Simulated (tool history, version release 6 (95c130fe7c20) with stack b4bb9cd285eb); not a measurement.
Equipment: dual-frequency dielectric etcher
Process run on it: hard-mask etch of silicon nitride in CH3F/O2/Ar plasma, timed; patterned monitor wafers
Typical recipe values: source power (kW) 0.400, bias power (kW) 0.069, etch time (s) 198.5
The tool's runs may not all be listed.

| run | hour | source power (kW) | bias power (kW) | etch time (s) | read-back reference wafer on the same gauge, depth_nm | mean etch depth across the wafer (Å) |
|---|---|---|---|---|---|---|
| 1 | 0.0 | 0.400 | 0.069 | 169.0 | 136.8 | 1251 |
| 2 | 38.0 | 0.480 | 0.081 | 198.5 | 137.0 | 1703 |
|  | 90.6 | wet clean of the chamber |
| 3 | 104.6 | 0.480 | 0.081 | 198.5 | 137.0 | 1622 |
| 4 | 144.3 | 0.400 | 0.069 | 198.5 | 137.1 | 1429 |
| 5 | 240.9 | 0.400 | 0.069 | 198.5 | 137.1 | 1444 |
| 6 | 295.6 | 0.400 | 0.069 | 198.5 | 136.9 | 1443 |
| 7 | 353.0 | 0.400 | 0.069 | 198.5 | 136.8 | 1464 |
| 8 | 468.1 | 0.400 | 0.069 | 198.5 | 136.9 | 1463 |
|  | 478.1 | source power generator calibrated |
| 9 | 517.2 | 0.400 | 0.069 | 198.5 | 137.1 | 1489 |
| 10 | 579.6 | 0.400 | 0.069 | 198.5 | 137.0 | 1489 |
|  | 650.4 | wet clean of the chamber |
| 11 | 650.9 | 0.400 | 0.069 | 198.5 | 137.0 | 1408 |
| 12 | 687.1 | 0.400 | 0.069 | 198.5 | 136.8 | 1400 |
|  | 702.9 | gauge calibrated |
| 13 | 755.3 | 0.380 | 0.069 | 198.5 | 137.0 | 1375 |
| 14 | 779.9 | 0.400 | 0.069 | 198.5 | 137.0 | 1422 |
| 15 | 823.8 | 0.480 | 0.069 | 198.5 | 137.0 | 1533 |

Predict the results of run 16:
| 16 | 878.7 | 0.490 | 0.082 | 163.0 | ? | ? |

read-back reference wafer on the same gauge, depth_nm: 137.0
mean etch depth across the wafer (Å): 1366
Take away the tool's hidden state, keep the run-to-run variation as it was, and the same run would have given mean etch depth across the wafer (Å) 1351.
